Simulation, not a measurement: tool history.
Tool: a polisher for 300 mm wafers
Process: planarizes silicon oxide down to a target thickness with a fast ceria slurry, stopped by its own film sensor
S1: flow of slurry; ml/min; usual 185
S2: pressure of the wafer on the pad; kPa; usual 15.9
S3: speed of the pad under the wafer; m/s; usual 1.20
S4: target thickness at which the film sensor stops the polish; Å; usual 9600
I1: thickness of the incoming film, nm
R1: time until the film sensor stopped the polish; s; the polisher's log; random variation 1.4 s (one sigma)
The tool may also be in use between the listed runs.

{"run": 1, "hour": 0.0, "S1": 185, "S2": 15.9, "S3": 1.3, "S4": 9600, "I1": 1996.6, "R1": 95.6}
{"run": 2, "hour": 16.6, "S1": 200, "S2": 15.9, "S3": 1.2, "S4": 7460, "I1": 1961.6, "R1": 123.8}
{"run": 3, "hour": 29.0, "S1": 185, "S2": 15.9, "S3": 1.2, "S4": 9600, "I1": 1986.0, "R1": 108.2}
{"run": 4, "hour": 43.3, "S1": 185, "S2": 15.9, "S3": 1.2, "S4": 9600, "I1": 2005.4, "R1": 107.3}
{"run": 5, "hour": 58.7, "S1": 185, "S2": 13.8, "S3": 1.2, "S4": 7520, "I1": 2009.5, "R1": 154.8}
{"run": 6, "hour": 66.2, "S1": 185, "S2": 13.8, "S3": 1.2, "S4": 7520, "I1": 1997.1, "R1": 154.7}
{"run": 7, "hour": 73.4, "S1": 185, "S2": 15.9, "S3": 1.2, "S4": 9600, "I1": 1968.5, "R1": 109.7}
{"hour": 77.5, "done": "slurry nozzle cleaned"}
{"run": 8, "hour": 88.3, "S1": 185, "S2": 15.9, "S3": 1.2, "S4": 9600, "I1": 2001.2, "R1": 105.3}
{"hour": 97.5, "done": "worn pad replaced by a new one"}
{"run": 9, "hour": 102.0, "S1": 185, "S2": 15.9, "S3": 1.2, "S4": 9600, "I1": 1945.7, "R1": 84.9}
{"run": 10, "hour": 110.4, "S1": 185, "S2": 15.9, "S3": 1.2, "S4": 9600, "I1": 1969.2, "R1": 89.6}
{"run": 11, "hour": 123.0, "S1": 185, "S2": 15.9, "S3": 1.2, "S4": 9600, "I1": 1980.7, "R1": 91.1}
{"run": 12, "hour": 136.4, "S1": 185, "S2": 15.9, "S3": 1.2, "S4": 12010, "I1": 1986.8, "R1": 69.8}
{"run": 13, "hour": 142.6, "S1": 185, "S2": 15.9, "S3": 1.2, "S4": 9600, "I1": 1954.6, "R1": 86.4}
{"run": 14, "hour": 150.7, "S1": 185, "S2": 15.9, "S3": 1.2, "S4": 10560, "I1": 1984.7, "R1": 86.3}
{"run": 15, "hour": 165.2, "S1": 135, "S2": 15.9, "S3": 1.2, "S4": 9600, "I1": 1992.2, "R1": 104.7}
{"run": 16, "hour": 173.9, "S1": 120, "S2": 10.3, "S3": 1.2, "S4": 7250, "I1": 1964.3, "R1": 199.0}
{"run": 17, "hour": 214.9, "S1": 185, "S2": 19.3, "S3": 1.2, "S4": 9600, "I1": 1979.0, "R1": 84.2}
{"run": 18, "hour": 230.6, "S1": 235, "S2": 15.9, "S3": 1.2, "S4": 11490, "I1": 2000.0, "R1": 86.6}
{"hour": 237.3, "done": "worn pad replaced by a new one"}
{"run": 19, "hour": 238.9, "S1": 185, "S2": 13.1, "S3": 1.2, "S4": 9600, "I1": 1984.5, "R1": 112.7}
{"run": 20, "hour": 250.4, "S1": 185, "S2": 15.9, "S3": 1.2, "S4": 9600, "I1": 1981.5, "R1": 92.7}
{"run": 21, "hour": 260.2, "S1": 185, "S2": 15.9, "S3": 1.2, "S4": 9600, "I1": 1960.0, "R1": 93.5}
{"run": 22, "hour": 308.7, "S1": 185, "S2": 15.9, "S3": 1.2, "S4": 7590, "I1": 2014.7, "R1": 118.3}
{"run": 23, "hour": 325.6, "S1": 185, "S2": 15.9, "S3": 1.56, "S4": 9600, "I1": 1979.5, "R1": 77.8}
{"hour": 341.4, "done": "head pressure recalibrated"}
{"run": 24, "hour": 341.9, "S1": 185, "S2": 15.9, "S3": 1.2, "S4": 9600, "I1": 1993.2, "R1": 108.0}
{"run": 25, "hour": 348.3, "S1": 240, "S2": 10.3, "S3": 1.32, "S4": 9600, "I1": 1964.6, "R1": 133.5}
{"run": 26, "hour": 357.0, "S1": 185, "S2": 15.9, "S3": 1.2, "S4": 11170, "I1": 1961.4, "R1": 90.2}
{"hour": 377.3, "done": "worn pad replaced by a new one"}
{"run": 27, "hour": 377.8, "S1": 185, "S2": 20.7, "S3": 1.2, "S4": 9600, "I1": 1971.9, "R1": 70.5}
{"run": 28, "hour": 383.7, "S1": 185, "S2": 15.9, "S3": 1.04, "S4": 9600, "I1": 1967.2, "R1": 108.9}
{"run": 29, "hour": 397.6, "S1": 185, "S2": 15.9, "S3": 1.2, "S4": 8620, "I1": 2001.0, "R1": 105.2}
{"run": 30, "hour": 405.9, "S1": 185, "S2": 15.9, "S3": 1.2, "S4": 9600, "I1": 1989.2, "R1": 99.0}
{"run": 31, "hour": 413.2, "S1": 185, "S2": 15.9, "S3": 1.2, "S4": 9600, "I1": 1984.5, "R1": 98.1}
{"run": 32, "hour": 425.1, "S1": 185, "S2": 13.8, "S3": 1.2, "S4": 7520, "I1": 1963.5, "R1": 136.0}
{"run": 33, "hour": 435.3, "S1": 185, "S2": 19.3, "S3": 0.78, "S4": 7940, "I1": 1991.9, "R1": 144.6}
{"run": 34, "hour": 452.6, "S1": 150, "S2": 15.9, "S3": 1.02, "S4": 9600, "I1": 1967.5, "R1": 129.8}
{"run": 35, "hour": 462.0, "S1": 140, "S2": 15.9, "S3": 1.2, "S4": 9600, "I1": 1966.6, "R1": 112.1}
{"run": 36, "hour": 468.5, "S1": 150, "S2": 15.9, "S3": 1.2, "S4": 6380, "I1": 1982.3, "R1": 146.6}
{"run": 37, "hour": 477.3, "S1": 185, "S2": 15.9, "S3": 1.2, "S4": 9600, "I1": 1998.9, "R1": 108.5}

What the log doesn't show, run by run:
deviation of the head's pressure from its setpoint, %: 0 in every run
H1: removal rate lost through wear of the pad, %
H2: slurry flow missing at the pad, %
run=1 H1=7.21 H2=42.2
run=2 H1=8.82 H2=42.6
run=3 H1=10 H2=42.9
run=4 H1=11.4 H2=43.2
run=5 H1=12.9 H2=43.5
run=6 H1=13.6 H2=43.6
run=7 H1=14.3 H2=43.7
run=8 H1=15.8 H2=4.92
run=9 H1=1.56 H2=9.1
run=10 H1=2.37 H2=11.4
run=11 H1=3.59 H2=14.6
run=12 H1=4.89 H2=17.7
run=13 H1=5.49 H2=19
run=14 H1=6.28 H2=20.6
run=15 H1=7.68 H2=23.2
run=16 H1=8.53 H2=24.6
run=17 H1=12.5 H2=30.1
run=18 H1=14 H2=31.7
run=19 H1=0.761 H2=32.5
run=20 H1=1.88 H2=33.5
run=21 H1=2.82 H2=34.3
run=22 H1=7.52 H2=37.3
run=23 H1=9.16 H2=38.1
run=24 H1=10.7 H2=38.8
run=25 H1=11.4 H2=39
run=26 H1=12.2 H2=39.3
run=27 H1=0.577 H2=40
run=28 H1=1.15 H2=40.1
run=29 H1=2.5 H2=40.5
run=30 H1=3.3 H2=40.7
run=31 H1=4.01 H2=40.8
run=32 H1=5.16 H2=41.1
run=33 H1=6.15 H2=41.3
run=34 H1=7.82 H2=41.6
run=35 H1=8.73 H2=41.7
run=36 H1=9.36 H2=41.8
run=37 H1=10.2 H2=41.9
